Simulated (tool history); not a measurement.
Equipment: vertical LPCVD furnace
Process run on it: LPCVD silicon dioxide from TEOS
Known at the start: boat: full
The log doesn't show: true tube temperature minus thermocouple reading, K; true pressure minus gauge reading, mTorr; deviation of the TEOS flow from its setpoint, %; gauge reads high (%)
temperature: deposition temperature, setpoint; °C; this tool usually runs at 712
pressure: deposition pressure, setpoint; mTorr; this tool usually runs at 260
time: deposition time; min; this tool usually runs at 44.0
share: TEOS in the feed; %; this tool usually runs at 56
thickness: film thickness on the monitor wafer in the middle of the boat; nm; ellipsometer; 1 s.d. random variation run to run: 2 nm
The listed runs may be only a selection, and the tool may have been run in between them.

run	hour	temperature	pressure	time	share	wafers since the last listed run	hours since the last temperature calibration	hours since the pressure gauge was zeroed	hours since the TEOS flow controller was replaced	hours since the gauge calibration	read-back reference wafer on the same gauge, thickness	thickness
1	0.0	712	260	44.0	56	0	3622.5	2614.6	5518.4	1793.8	316.80	363.91
2	67.1	712	260	44.0	56	762	3689.6	2681.7	5585.5	1860.9	317.33	362.41
# hour 139.3: TEOS flow controller replaced
3	139.8	712	260	44.0	56	553	3762.3	2754.4	0.5	1933.6	317.29	364.83
4	179.2	712	260	44.0	56	447	3801.7	2793.8	39.9	1973.0	316.88	364.92
# hour 242.1: pressure gauge zeroed
5	242.6	712	260	44.0	56	447	3865.1	0.5	103.3	2036.4	317.01	363.65
6	267.3	712	260	44.0	56	280	3889.8	25.2	128.0	2061.1	316.94	362.20
# hour 300.3: gauge calibrated
7	334.8	718	260	44.0	65	766	3957.3	92.7	195.5	34.5	316.95	451.38
# hour 387.6: thermocouples replaced and temperature profile calibrated
8	388.1	701	325	30.0	49	332	0.5	146.0	248.8	87.8	316.95	212.51
9	397.3	720	260	44.0	56	104	9.7	155.2	258.0	97.0	316.79	459.23
10	452.0	712	260	44.0	56	621	64.4	209.9	312.7	151.7	316.69	379.56
11	523.7	712	195	44.0	56	814	136.1	281.6	384.4	223.4	317.17	329.45
12	579.9	712	260	49.5	56	638	192.3	337.8	440.6	279.6	316.71	427.14
13	622.4	712	260	49.0	53	482	234.8	380.3	483.1	322.1	317.00	418.42
14	688.4	712	215	61.5	64	749	300.8	446.3	549.1	388.1	316.74	527.36
15	726.5	712	260	44.0	56	432	338.9	484.4	587.2	426.2	316.94	384.09
16	752.1	700	260	44.0	56	290	364.5	510.0	612.8	451.8	316.73	293.10
# hour 785.2: thermocouples replaced and temperature profile calibrated, repeated, since the last time left the tool worse
17	785.7	720	215	39.0	63	109	0.5	543.6	646.4	485.4	316.90	352.93
18	818.7	707	260	53.0	56	374	33.5	576.6	679.4	518.4	316.89	370.20
19	862.9	712	260	44.0	46	502	77.7	620.8	723.6	562.6	316.72	314.00
20	923.3	712	260	44.0	62	686	138.1	681.2	784.0	623.0	317.27	363.67
21	965.2	716	260	44.0	56	475	180.0	723.1	825.9	664.9	316.79	380.92
22	992.4	712	215	44.0	56	308	207.2	750.3	853.1	692.1	316.84	316.60
23	1045.5	720	260	44.0	56	603	260.3	803.4	906.2	745.2	316.98	418.45
24	1081.2	719	260	44.0	56	405	296.0	839.1	941.9	780.9	317.17	409.65
25	1118.2	712	260	44.0	61	420	333.0	876.1	978.9	817.9	317.30	364.07
26	1165.7	712	260	44.0	56	539	380.5	923.6	1026.4	865.4	317.00	347.85
27	1231.9	712	260	27.5	56	751	446.7	989.8	1092.6	931.6	317.06	218.41
28	1298.7	712	260	56.5	49	758	513.5	1056.6	1159.4	998.4	317.11	424.58
29	1346.4	720	225	26.5	60	541	561.2	1104.3	1207.1	1046.1	316.91	244.42
30	1399.3	712	230	52.5	56	600	614.1	1157.2	1260.0	1099.0	317.15	398.35
31	1465.7	712	260	44.0	56	754	680.5	1223.6	1326.4	1165.4	316.94	352.03

Alternative continuations, all from the tool just after run 31; predict every row:
A	1469.7	712	260	44.0	45	45	684.5	1227.6	1330.4	1169.4	?	?
B	1469.7	717	260	44.0	61	45	684.5	1227.6	1330.4	1169.4	?	?
C	1469.7	712	260	57.0	52	45	684.5	1227.6	1330.4	1169.4	?	?
D	1469.7	712	210	44.0	63	45	684.5	1227.6	1330.4	1169.4	?	?

run	read-back reference wafer on the same gauge, thickness	thickness
A	316.50	317.77
B	316.50	414.07
C	316.50	442.51
D	316.50	337.90
With the hidden condition removed and each run's random variation left untouched, the same runs would have given:
run	thickness
A	309.88
B	403.90
C	431.53
D	329.52
